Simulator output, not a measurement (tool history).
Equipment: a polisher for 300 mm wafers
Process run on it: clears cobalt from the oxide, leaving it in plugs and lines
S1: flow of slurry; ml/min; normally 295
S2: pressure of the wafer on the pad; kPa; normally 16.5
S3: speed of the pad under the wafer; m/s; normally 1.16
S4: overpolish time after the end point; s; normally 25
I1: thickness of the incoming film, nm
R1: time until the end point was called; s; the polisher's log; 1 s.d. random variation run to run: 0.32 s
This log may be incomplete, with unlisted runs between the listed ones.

run,day,S1,S2,S3,S4,I1,R1
1,0.000,295,16.5,1.16,25,171.1,27.5
2,0.517,295,16.5,1.16,25,168.4,27.3
3,0.783,295,16.5,1.16,25,171.5,27.2
4,1.829,295,16.5,1.16,25,170.9,28.3
5,2.104,295,16.5,1.16,35,168.7,28.4
# day 2.317: worn pad replaced by a new one
6,2.762,295,16.5,1.16,35,168.6,27.2
7,3.254,295,16.5,0.92,25,171.0,34.6
8,3.971,295,16.5,0.92,25,168.6,34.6
9,4.317,295,16.5,0.92,25,168.2,35.1
10,4.742,295,16.5,1.16,25,171.3,28.7
# day 5.062: worn pad replaced by a new one
11,5.350,295,16.5,1.16,25,171.7,27.0
12,6.054,200,13.1,0.94,25,167.1,40.2
13,6.467,240,11.7,1.28,19,171.8,32.8
# day 6.571: slurry nozzle cleaned
14,7.042,295,14.5,1.16,40,169.0,30.5
# day 7.217: head pressure recalibrated
15,7.500,255,16.5,1.16,30,169.8,30.5
16,7.829,255,16.5,1.16,25,167.7,30.5
# day 8.388: worn pad replaced by a new one
17,8.538,395,11.0,0.96,40,169.9,47.3
18,9.054,295,16.5,1.16,21,167.4,28.0
19,9.583,295,16.5,1.44,37,166.4,22.4
20,10.312,295,16.5,1.16,25,172.7,29.0
21,10.742,295,16.5,1.16,25,171.3,29.8
# day 11.233: worn pad replaced by a new one
22,11.325,295,14.5,1.16,25,167.0,31.5
23,12.062,295,16.5,1.16,25,167.6,27.8

Some steps in R1 between neighbouring runs. How much of each would the tool show without its hidden state too (settings, what came in, random variation), and how much is left for the hidden state, with any gauge scatter that isn't in both results?
The tool's hidden condition here consists of: removal rate lost through wear of the pad, %; slurry flow missing at the pad, %; deviation of the head's pressure from its setpoint, %.
Run 14 -> 15: S1 295 -> 255, S2 14.5 -> 16.5, S4 40 -> 30, head pressure recalibrated. R1 +0.0 s: hidden state +3.0, all else -3.0.
Run 16 -> 17: S1 255 -> 395, S2 16.5 -> 11.0, S3 1.16 -> 0.96, S4 25 -> 40, worn pad replaced by a new one. R1 +16.8 s: hidden state -2.3, all else +19.1.
Run 17 -> 18: S1 395 -> 295, S2 11.0 -> 16.5, S3 0.96 -> 1.16, S4 40 -> 21. R1 -19.3 s: hidden state +0.1, all else -19.4.
